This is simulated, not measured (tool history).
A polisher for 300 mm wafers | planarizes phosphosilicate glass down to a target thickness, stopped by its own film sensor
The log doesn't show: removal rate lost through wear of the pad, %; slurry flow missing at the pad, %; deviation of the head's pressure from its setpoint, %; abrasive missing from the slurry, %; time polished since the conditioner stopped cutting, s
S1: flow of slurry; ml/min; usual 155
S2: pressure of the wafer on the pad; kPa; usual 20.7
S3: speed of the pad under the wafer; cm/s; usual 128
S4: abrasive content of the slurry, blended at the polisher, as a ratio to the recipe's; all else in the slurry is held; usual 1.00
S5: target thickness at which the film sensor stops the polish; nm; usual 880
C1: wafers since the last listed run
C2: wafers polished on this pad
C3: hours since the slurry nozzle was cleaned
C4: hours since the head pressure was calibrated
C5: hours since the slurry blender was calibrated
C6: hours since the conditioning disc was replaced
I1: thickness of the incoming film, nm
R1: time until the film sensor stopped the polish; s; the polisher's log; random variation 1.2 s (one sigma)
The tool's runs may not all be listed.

Run 1, hour 0.0: usual settings but S1 135 ml/min, S2 18.6 kPa; C1 0; C2 430; C3 392.3; C4 25.4; C5 203.3; C6 183.7; I1 1718.7. Result: R1 107.8 s.
At hour 2.3: slurry nozzle cleaned.
Run 2, hour 17.3: usual settings; C1 105; C2 535; C3 15.0; C4 42.7; C5 220.6; C6 201.0; I1 1749.4. Result: R1 106.1 s.
Run 3, hour 34.7: usual settings; C1 112; C2 647; C3 32.4; C4 60.1; C5 238.0; C6 218.4; I1 1713.6. Result: R1 103.9 s.
At hour 37.2: slurry blender recalibrated.
At hour 40.2: worn pad replaced by a new one.
Run 4, hour 45.2: usual settings; C1 35; C2 32; C3 42.9; C4 70.6; C5 8.0; C6 228.9; I1 1736.6. Result: R1 98.7 s.
Run 5, hour 58.0: usual settings but S1 200 ml/min, S2 16.5 kPa; C1 82; C2 114; C3 55.7; C4 83.4; C5 20.8; C6 241.7; I1 1723.9. Result: R1 107.7 s.
At hour 69.9: conditioning disc replaced and pad reconditioned.
Run 6, hour 73.3: usual settings but S1 125 ml/min, S2 22.8 kPa, S3 110 cm/s, S5 687 nm; C1 85; C2 200; C3 71.0; C4 98.7; C5 36.1; C6 3.4; I1 1700.4. Result: R1 113.7 s.
Run 7, hour 81.4: usual settings but S1 190 ml/min, S4 0.75; C1 52; C2 253; C3 79.1; C4 106.8; C5 44.2; C6 11.5; I1 1705.4. Result: R1 98.1 s.
Run 8, hour 94.0: usual settings but S2 24.8 kPa, S3 160 cm/s, S5 777 nm; C1 81; C2 334; C3 91.7; C4 119.4; C5 56.8; C6 24.1; I1 1725.5. Result: R1 78.0 s.
Run 9, hour 106.2: usual settings but S4 1.25; C1 78; C2 413; C3 103.9; C4 131.6; C5 69.0; C6 36.3; I1 1692.0. Result: R1 81.6 s.
Run 10, hour 118.1: usual settings but S3 100 cm/s, S4 1.20; C1 76; C2 489; C3 115.8; C4 143.5; C5 80.9; C6 48.2; I1 1701.1. Result: R1 98.4 s.
Run 11, hour 131.9: usual settings but S1 105 ml/min, S5 1048 nm; C1 89; C2 579; C3 129.6; C4 157.3; C5 94.7; C6 62.0; I1 1729.4. Result: R1 81.0 s.
Run 12, hour 141.3: usual settings but S2 25.5 kPa, S4 0.90, S5 1060 nm; C1 60; C2 639; C3 139.0; C4 166.7; C5 104.1; C6 71.4; I1 1714.0. Result: R1 68.7 s.
At hour 147.9: worn pad replaced by a new one.
Run 13, hour 158.6: usual settings but S1 115 ml/min, S2 25.5 kPa, S3 94 cm/s, S4 0.90; C1 85; C2 69; C3 156.3; C4 184.0; C5 121.4; C6 88.7; I1 1734.0. Result: R1 114.8 s.
Run 14, hour 168.1: usual settings but S1 125 ml/min, S3 162 cm/s, S5 1113 nm; C1 61; C2 130; C3 165.8; C4 193.5; C5 130.9; C6 98.2; I1 1732.6. Result: R1 65.0 s.
Run 15, hour 175.2: usual settings; C1 45; C2 176; C3 172.9; C4 200.6; C5 138.0; C6 105.3; I1 1718.7. Result: R1 99.3 s.
Run 16, hour 187.8: usual settings but S2 24.1 kPa; C1 81; C2 257; C3 185.5; C4 213.2; C5 150.6; C6 117.9; I1 1706.6. Result: R1 89.5 s.
Run 17, hour 205.0: usual settings but S3 144 cm/s; C1 111; C2 368; C3 202.7; C4 230.4; C5 167.8; C6 135.1; I1 1741.9. Result: R1 94.0 s.
Run 18, hour 213.0: usual settings but S4 0.90; C1 51; C2 420; C3 210.7; C4 238.4; C5 175.8; C6 143.1; I1 1720.5. Result: R1 108.0 s.
Run 19, hour 227.2: usual settings but S1 110 ml/min, S4 0.80; C1 91; C2 511; C3 224.9; C4 252.6; C5 190.0; C6 157.3; I1 1716.9. Result: R1 116.1 s.
Run 20, hour 244.0: usual settings but S2 18.6 kPa, S3 152 cm/s, S4 1.25; C1 108; C2 620; C3 241.7; C4 269.4; C5 206.8; C6 174.1; I1 1742.3. Result: R1 90.8 s.
At hour 253.6: slurry blender recalibrated.
Run 21, hour 254.1: usual settings but S4 1.20; C1 52; C2 672; C3 251.8; C4 279.5; C5 0.5; C6 184.2; I1 1693.2. Result: R1 85.9 s.
Run 22, hour 261.6: usual settings but S1 130 ml/min, S3 158 cm/s, S5 1088 nm; C1 48; C2 721; C3 259.3; C4 287.0; C5 8.0; C6 191.7; I1 1724.4. Result: R1 65.4 s.
At hour 267.7: worn pad replaced by a new one.
Run 23, hour 268.2: usual settings but S1 180 ml/min, S2 16.5 kPa; C1 16; C2 2; C3 265.9; C4 293.6; C5 14.6; C6 198.3; I1 1712.2. Result: R1 105.5 s.
Run 24, hour 283.7: usual settings but S3 96 cm/s; C1 100; C2 103; C3 281.4; C4 309.1; C5 30.1; C6 213.8; I1 1679.7. Result: R1 112.1 s.
Run 25, hour 291.4: usual settings but S1 195 ml/min, S4 0.75; C1 49; C2 152; C3 289.1; C4 316.8; C5 37.8; C6 221.5; I1 1728.8. Result: R1 111.2 s.
Run 26, hour 298.4: usual settings but S2 17.9 kPa, S3 140 cm/s, S4 0.80, S5 707 nm; C1 45; C2 197; C3 296.1; C4 323.8; C5 44.8; C6 228.5; I1 1713.3. Result: R1 136.6 s.
Run 27, hour 316.3: usual settings; C1 115; C2 313; C3 314.0; C4 341.7; C5 62.7; C6 246.4; I1 1715.5. Result: R1 99.9 s.

Hidden state or all else? Some run-to-run changes of R1, split into what the settings, what came in and random variation would give without the hidden state, and what is left for the hidden state (with any gauge scatter that isn't in both results):
Run 5 -> 6: S1 200 -> 125, S2 16.5 -> 22.8, S3 128 -> 110, S5 880 -> 687, conditioning disc replaced and pad reconditioned. R1 +6.0 s: hidden state -8.6, all else +14.6.
Run 12 -> 13: S1 155 -> 115, S3 128 -> 94, S5 1060 -> 880, worn pad replaced by a new one. R1 +46.1 s: hidden state +6.3, all else +39.8.
Run 13 -> 14: S1 115 -> 125, S2 25.5 -> 20.7, S3 94 -> 162, S4 0.90 -> 1.00, S5 880 -> 1113. R1 -49.8 s: hidden state -5.4, all else -44.4.
Run 20 -> 21: S2 18.6 -> 20.7, S3 152 -> 128, S4 1.25 -> 1.20, slurry blender recalibrated. R1 -4.9 s: hidden state -7.3, all else +2.4.

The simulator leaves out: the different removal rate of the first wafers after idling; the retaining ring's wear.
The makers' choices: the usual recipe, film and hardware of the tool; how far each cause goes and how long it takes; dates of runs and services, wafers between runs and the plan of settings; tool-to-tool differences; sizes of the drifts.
